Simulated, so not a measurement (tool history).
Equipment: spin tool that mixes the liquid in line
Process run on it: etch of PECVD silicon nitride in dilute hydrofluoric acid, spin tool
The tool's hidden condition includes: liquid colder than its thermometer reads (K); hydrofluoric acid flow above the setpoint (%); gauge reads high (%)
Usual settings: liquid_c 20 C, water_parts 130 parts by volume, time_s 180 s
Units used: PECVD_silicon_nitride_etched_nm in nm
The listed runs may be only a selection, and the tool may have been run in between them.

run	hour	liquid_c	water_parts	time_s	wafers since the last listed run	hours since the thermometer was replaced	hours since the hydrofluoric acid flow meter was replaced	hours since the gauge calibration	read-back film thickness of the PECVD silicon nitride reference wafer, read on the same gauge (nm)	PECVD_silicon_nitride_etched_nm
1	0	20	130	180	0	456.4	527.6	359.8	60.022	3.325
2	53.9	20	130	180	454	510.3	581.5	413.7	59.998	3.371
# hour 56.6: gauge calibrated
3	86.2	20	130	180	272	542.6	613.8	29.6	59.993	3.345
4	121.5	20	130	180	297	577.9	649.1	64.9	59.988	3.384
5	140.7	20	130	180	161	597.1	668.3	84.1	60.017	3.299
6	158.5	20	130	180	150	614.9	686.1	101.9	60.022	3.413
7	189	20	130	180	257	645.4	716.6	132.4	59.985	3.324
8	207.1	20	130	180	152	663.5	734.7	150.5	59.98	3.334
9	230.3	20	130	180	195	686.7	757.9	173.7	59.987	3.308
10	321.3	20	130	180	767	777.7	848.9	264.7	60.048	3.369
11	352.7	20	130	180	264	809.1	880.3	296.1	60.012	3.28
12	372.4	24.5	130	210	166	828.8	900	315.8	60.011	5.232
13	397.9	22	110	180	215	854.3	925.5	341.3	59.991	4.452
# hour 416: hydrofluoric acid flow meter replaced
14	420.3	20	130	180	180	876.7	4.3	363.7	60.005	3.212
15	434.6	23	130	180	120	891	18.6	378	59.94	4.04
16	461.3	21.5	170	210	225	917.7	45.3	404.7	59.983	3.222
# hour 483.3: gauge calibrated
# hour 538.5: thermometer replaced
17	545.1	18	85	90	698	6.6	129.1	61.8	60.002	2.316
18	578.5	23	90	230	281	40	162.5	95.2	59.986	7.791
19	623.3	20	130	180	377	84.8	207.3	140	60.013	3.53
20	637.4	20	130	180	118	98.9	221.4	154.1	60.036	3.456
21	670.6	17	65	85	280	132.1	254.6	187.3	59.991	2.629
22	689.2	22	110	180	156	150.7	273.2	205.9	59.985	4.759

Below are 5 alternative next runs, each starting from the tool's condition after run 22. Predict each:
A	689.7	20	160	180	4	151.2	273.7	206.4	?	?
B	689.7	17	190	180	4	151.2	273.7	206.4	?	?
C	689.7	17	130	140	4	151.2	273.7	206.4	?	?
D	689.7	17.5	100	265	4	151.2	273.7	206.4	?	?
E	689.7	20	130	275	4	151.2	273.7	206.4	?	?

run	read-back film thickness of the PECVD silicon nitride reference wafer, read on the same gauge (nm)	PECVD_silicon_nitride_etched_nm
A	59.94	2.853
B	59.94	1.975
C	59.94	2.213
D	59.94	5.589
E	59.94	5.336
The same runs, with their run-to-run variation unchanged, on a tool lacking any hidden condition would have given:
run	PECVD_silicon_nitride_etched_nm
A	2.907
B	2.013
C	2.256
D	5.699
E	5.437

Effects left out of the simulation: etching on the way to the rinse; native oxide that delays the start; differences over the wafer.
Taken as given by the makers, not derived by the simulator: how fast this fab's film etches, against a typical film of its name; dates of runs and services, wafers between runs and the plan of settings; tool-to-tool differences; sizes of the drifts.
